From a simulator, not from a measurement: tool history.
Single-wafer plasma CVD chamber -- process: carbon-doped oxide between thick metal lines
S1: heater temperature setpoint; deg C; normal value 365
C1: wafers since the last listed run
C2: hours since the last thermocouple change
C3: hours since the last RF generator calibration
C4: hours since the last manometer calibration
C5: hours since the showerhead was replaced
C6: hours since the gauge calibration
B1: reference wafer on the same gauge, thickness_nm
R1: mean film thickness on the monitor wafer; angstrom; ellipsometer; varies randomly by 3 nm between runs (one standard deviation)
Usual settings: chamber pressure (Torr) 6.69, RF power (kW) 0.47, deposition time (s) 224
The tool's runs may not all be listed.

Run 1, hour 0: usual settings; C1 0; C2 2054.2; C3 1792.4; C4 2203.8; C5 7256.1; C6 343.7; B1 994.193. Result: R1 10242.52 angstrom.
At hour 11.8: gauge calibrated.
Run 2, hour 32.9: usual settings; C1 174; C2 2087.1; C3 1825.3; C4 2236.7; C5 7289; C6 21.1; B1 979.581. Result: R1 10096.12 angstrom.
Run 3, hour 60.4: usual settings; C1 145; C2 2114.6; C3 1852.8; C4 2264.2; C5 7316.5; C6 48.6; B1 983.18. Result: R1 10100.35 angstrom.
Run 4, hour 125.1: usual settings; C1 343; C2 2179.3; C3 1917.5; C4 2328.9; C5 7381.2; C6 113.3; B1 988.892. Result: R1 10210.24 angstrom.
Run 5, hour 154: usual settings; C1 153; C2 2208.2; C3 1946.4; C4 2357.8; C5 7410.1; C6 142.2; B1 989.529. Result: R1 10157.53 angstrom.
Run 6, hour 213.6: usual settings; C1 316; C2 2267.8; C3 2006; C4 2417.4; C5 7469.7; C6 201.8; B1 992.299. Result: R1 10161.38 angstrom.
At hour 262.1: thermocouple changed; heater temperature recalibrated.
Run 7, hour 281.8: usual settings; C1 319; C2 19.7; C3 2074.2; C4 2485.6; C5 7537.9; C6 270; B1 992.704. Result: R1 10216.28 angstrom.
At hour 329.4: showerhead replaced.
Run 8, hour 337.7: usual settings but S1 376 deg C, RF power (kW) 0.415, deposition time (s) 189; C1 254; C2 75.6; C3 2130.1; C4 2541.5; C5 8.3; C6 325.9; B1 994.106. Result: R1 7360.47 angstrom.
Run 9, hour 370.5: usual settings; C1 173; C2 108.4; C3 2162.9; C4 2574.3; C5 41.1; C6 358.7; B1 995.066. Result: R1 10237.37 angstrom.
At hour 379.1: RF generator calibrated.
At hour 391.1: gauge calibrated.
Run 10, hour 434.4: usual settings but S1 376 deg C, deposition time (s) 204; C1 296; C2 172.3; C3 55.3; C4 2638.2; C5 105; C6 43.3; B1 985.737. Result: R1 8995.16 angstrom.
At hour 461.5: capacitance manometer re-zeroed and calibrated.
Run 11, hour 498.9: usual settings but chamber pressure (Torr) 5.34, RF power (kW) 0.395; C1 299; C2 236.8; C3 119.8; C4 37.4; C5 169.5; C6 107.8; B1 988.976. Result: R1 8176.61 angstrom.
Run 12, hour 530.5: usual settings but S1 378 deg C; C1 167; C2 268.4; C3 151.4; C4 69; C5 201.1; C6 139.4; B1 990.959. Result: R1 9999.61 angstrom.
Run 13, hour 570.9: usual settings but chamber pressure (Torr) 7.54, RF power (kW) 0.44; C1 214; C2 308.8; C3 191.8; C4 109.4; C5 241.5; C6 179.8; B1 992.238. Result: R1 9507.56 angstrom.
Run 14, hour 635.8: usual settings; C1 344; C2 373.7; C3 256.7; C4 174.3; C5 306.4; C6 244.7; B1 993.79. Result: R1 10230.86 angstrom.

What if the next run were any one of these 5? Each begins from the tool's condition after run 14:
Run A, hour 636.3: usual settings; C1 2; C2 374.2; C3 257.2; C4 174.8; C5 306.9; C6 245.2; B1 ?. Result: R1 ?.
Run B, hour 636.3: usual settings but deposition time (s) 196; C1 2; C2 374.2; C3 257.2; C4 174.8; C5 306.9; C6 245.2; B1 ?. Result: R1 ?.
Run C, hour 636.3: usual settings but RF power (kW) 0.5, deposition time (s) 260; C1 2; C2 374.2; C3 257.2; C4 174.8; C5 306.9; C6 245.2; B1 ?. Result: R1 ?.
Run D, hour 636.3: usual settings but S1 371 deg C, chamber pressure (Torr) 5.12, deposition time (s) 253; C1 2; C2 374.2; C3 257.2; C4 174.8; C5 306.9; C6 245.2; B1 ?. Result: R1 ?.
Run E, hour 636.3: usual settings but S1 358 deg C, deposition time (s) 267; C1 2; C2 374.2; C3 257.2; C4 174.8; C5 306.9; C6 245.2; B1 ?. Result: R1 ?.

run       B1        R1
  A  993.936  10244.55
  B  993.936   8967.06
  C  993.936  12604.76
  D  993.936  11195.43
  E  993.936  12376.71
What these runs would have given with no unlogged condition in the tool:
run        R1
  A   10100.5
  B   8840.98
  C  12427.53
  D  11038.02
  E  12202.69
